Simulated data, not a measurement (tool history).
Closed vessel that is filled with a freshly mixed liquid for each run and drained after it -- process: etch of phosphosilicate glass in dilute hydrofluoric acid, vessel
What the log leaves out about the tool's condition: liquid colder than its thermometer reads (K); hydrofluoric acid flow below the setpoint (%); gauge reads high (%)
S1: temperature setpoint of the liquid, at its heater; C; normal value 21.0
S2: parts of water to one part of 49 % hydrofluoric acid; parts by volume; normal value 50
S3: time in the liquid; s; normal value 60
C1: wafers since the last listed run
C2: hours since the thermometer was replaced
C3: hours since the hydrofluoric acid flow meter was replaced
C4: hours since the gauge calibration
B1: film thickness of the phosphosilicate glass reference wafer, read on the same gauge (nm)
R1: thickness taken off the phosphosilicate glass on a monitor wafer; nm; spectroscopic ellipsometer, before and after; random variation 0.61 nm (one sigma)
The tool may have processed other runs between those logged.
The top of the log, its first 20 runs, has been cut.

run,hour,S1,S2,S3,C1,C2,C3,C4,B1,R1
21,549.7,21.0,70,75,1904,349.3,242.5,510.1,140.01,122.05
22,578.0,17.0,50,35,4177,377.6,270.8,538.4,139.99,68.95
23,593.2,21.0,50,60,2243,392.8,286.0,553.6,140.01,140.53
24,622.9,23.5,50,60,4383,422.5,315.7,583.3,140.01,155.16
25,636.4,17.0,60,45,1992,436.0,329.2,596.8,139.99,73.13
26,671.3,17.0,75,70,5151,470.9,364.1,631.7,139.99,88.72
27,695.1,21.0,50,60,3512,494.7,387.9,655.5,139.99,139.61
28,714.3,25.0,50,60,2833,513.9,407.1,674.7,139.99,166.41
29,746.0,26.0,50,30,4678,545.6,438.8,706.4,139.98,85.99
30,781.8,17.0,35,40,5284,581.4,474.6,742.2,140.03,113.61
# hour 793.5: thermometer replaced
31,817.2,21.0,25,90,5077,23.7,510.0,777.6,140.00,433.65

Forecast each of these 5 alternatives for the next run:
A,817.9,21.0,40,60,103,24.4,510.7,778.3,?,?
B,817.9,21.0,55,85,103,24.4,510.7,778.3,?,?
C,817.9,21.0,50,35,103,24.4,510.7,778.3,?,?
D,817.9,21.0,25,60,103,24.4,510.7,778.3,?,?
E,817.9,23.5,40,90,103,24.4,510.7,778.3,?,?

run,B1,R1
A,140.01,176.75
B,140.01,178.70
C,140.01,81.45
D,140.01,288.23
E,140.01,294.50
With the hidden condition removed and each run's random variation left untouched, the same runs would have given:
run,R1
A,181.08
B,183.15
C,83.46
D,295.17
E,301.72
